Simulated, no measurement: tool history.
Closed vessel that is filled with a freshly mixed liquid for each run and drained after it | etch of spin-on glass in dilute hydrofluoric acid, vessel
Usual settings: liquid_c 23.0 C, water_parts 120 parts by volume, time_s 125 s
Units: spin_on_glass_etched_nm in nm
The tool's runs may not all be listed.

run	hour	liquid_c	water_parts	time_s	read-back film thickness of the spin-on glass reference wafer, read on the same gauge (nm)	spin_on_glass_etched_nm
1	0.0	26.0	135	125	80.03	24.55
2	25.9	23.0	120	125	80.01	25.28
3	39.5	23.0	120	125	79.98	25.46
# hour 39.6: gauge calibrated
4	134.7	23.0	120	125	80.03	25.32
5	164.8	23.0	120	125	79.94	25.45
6	182.7	23.0	120	125	79.98	25.31
7	206.2	23.0	120	125	79.99	25.38
8	230.2	23.0	120	125	80.04	25.28
9	264.8	23.0	120	125	79.97	25.42
10	282.4	23.0	120	125	79.98	25.36
11	313.9	23.0	120	125	79.95	25.26
12	346.6	23.0	120	165	80.01	33.48
13	361.9	23.0	120	165	79.97	33.27
14	391.6	23.0	120	125	80.01	25.66
15	426.0	23.0	120	125	80.02	25.07
# hour 427.6: thermometer replaced
16	439.7	23.0	60	60	79.99	26.12
17	461.1	26.5	120	125	79.96	28.94
# hour 464.8: hydrofluoric acid flow meter replaced
18	483.2	21.5	140	80	80.00	12.83
19	502.9	25.0	120	105	79.96	22.99
20	530.9	23.0	120	125	80.03	25.20
# hour 538.5: gauge calibrated
21	560.9	21.0	165	125	79.97	16.33
22	582.0	26.0	120	180	80.01	40.97
23	606.5	19.5	70	65	80.00	20.44
24	625.3	19.5	160	185	80.02	23.42
25	644.7	23.0	120	125	80.00	25.24
26	679.6	23.0	175	125	80.01	16.28
27	696.5	19.5	175	80	79.96	9.11
28	715.8	23.0	120	50	80.01	10.06
29	742.6	23.0	80	125	80.00	40.09
30	762.8	25.0	120	105	80.02	23.04
31	786.5	23.0	120	125	80.00	25.50
32	811.2	18.5	120	125	80.00	21.09
33	829.9	23.0	120	125	80.00	25.38
34	857.5	23.0	145	125	80.02	20.29

4 ways to go on from here, each from the tool as it stands after run 34. What would each give?
A	858.2	18.0	120	125	?	?
B	858.2	25.0	75	90	?	?
C	858.2	23.0	75	105	?	?
D	858.2	23.0	80	170	?	?

run	read-back film thickness of the spin-on glass reference wafer, read on the same gauge (nm)	spin_on_glass_etched_nm
A	80.02	20.82
B	80.02	33.59
C	80.02	36.14
D	80.02	54.52
Without the tool's hidden state the same runs would have given:
run	spin_on_glass_etched_nm
A	20.82
B	33.59
C	36.14
D	54.52
